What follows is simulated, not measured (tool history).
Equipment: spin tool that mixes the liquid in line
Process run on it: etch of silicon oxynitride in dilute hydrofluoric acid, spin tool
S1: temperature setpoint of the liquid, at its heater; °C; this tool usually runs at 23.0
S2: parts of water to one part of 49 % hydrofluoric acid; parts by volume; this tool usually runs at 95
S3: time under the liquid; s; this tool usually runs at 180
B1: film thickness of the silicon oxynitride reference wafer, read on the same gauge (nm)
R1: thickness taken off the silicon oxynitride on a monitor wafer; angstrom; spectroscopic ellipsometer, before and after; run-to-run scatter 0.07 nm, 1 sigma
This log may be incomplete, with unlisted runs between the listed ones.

run    hour    S1   S2   S3     B1     R1
  1     0.0  26.0   95  180  90.01  106.0
  2    75.9  23.0   95  180  90.04   94.3
  3   118.6  19.0   95  180  89.98   77.0
      169.3  -- gauge calibrated
  4   210.3  19.0   95  180  90.00   78.6
  5   280.0  23.0   95  180  89.99   97.1
  6   374.1  21.0   95  180  89.98   89.7
  7   449.9  23.0   95  140  89.98   76.9
  8   550.1  23.0   95  140  90.01   79.1
  9   656.0  23.0   95  105  89.97   59.4
 10   713.7  23.0   95  105  90.02   59.4
      720.4  -- hydrofluoric acid flow meter replaced
 11   976.2  23.0   95  180  89.98   94.8
 12  1031.9  21.0  140  240  90.00   76.7
 13  1119.4  23.0   50  180  90.02  187.0
 14  1179.7  20.0  130  145  89.96   48.5
 15  1265.6  18.5   95  250  90.04  109.3
     1289.6  -- gauge calibrated
 16  1316.4  23.0   95  180  89.98   98.9
     1344.8  -- thermometer replaced
 17  1390.9  23.0   95   95  89.99   52.6
     1421.4  -- hydrofluoric acid flow meter replaced
 18  1451.4  23.0   95  150  90.01   75.9
 19  1490.9  18.5   95  130  89.97   53.4
 20  1597.3  28.0  130  215  89.96   99.9
 21  1742.3  23.0   95  100  90.01   53.1
 22  1803.1  23.0   95  180  89.98   95.6
 23  1879.8  28.0   80  180  90.01  150.3

Forecast each of these 5 alternatives for the next run:
  A  1880.3  23.0   95  180   ?   ?
  B  1880.3  24.5   60  245   ?   ?
  C  1880.3  18.0  110  145   ?   ?
  D  1880.3  23.0   95  265   ?   ?
  E  1880.3  23.0  110  285   ?   ?

run     B1     R1
  A  90.01   98.2
  B  90.01  233.8
  C  90.01   53.0
  D  90.01  144.6
  E  90.01  132.8
Without the tool's hidden state the same runs would have given:
run     R1
  A   91.4
  B  217.9
  C   49.3
  D  134.5
  E  123.4
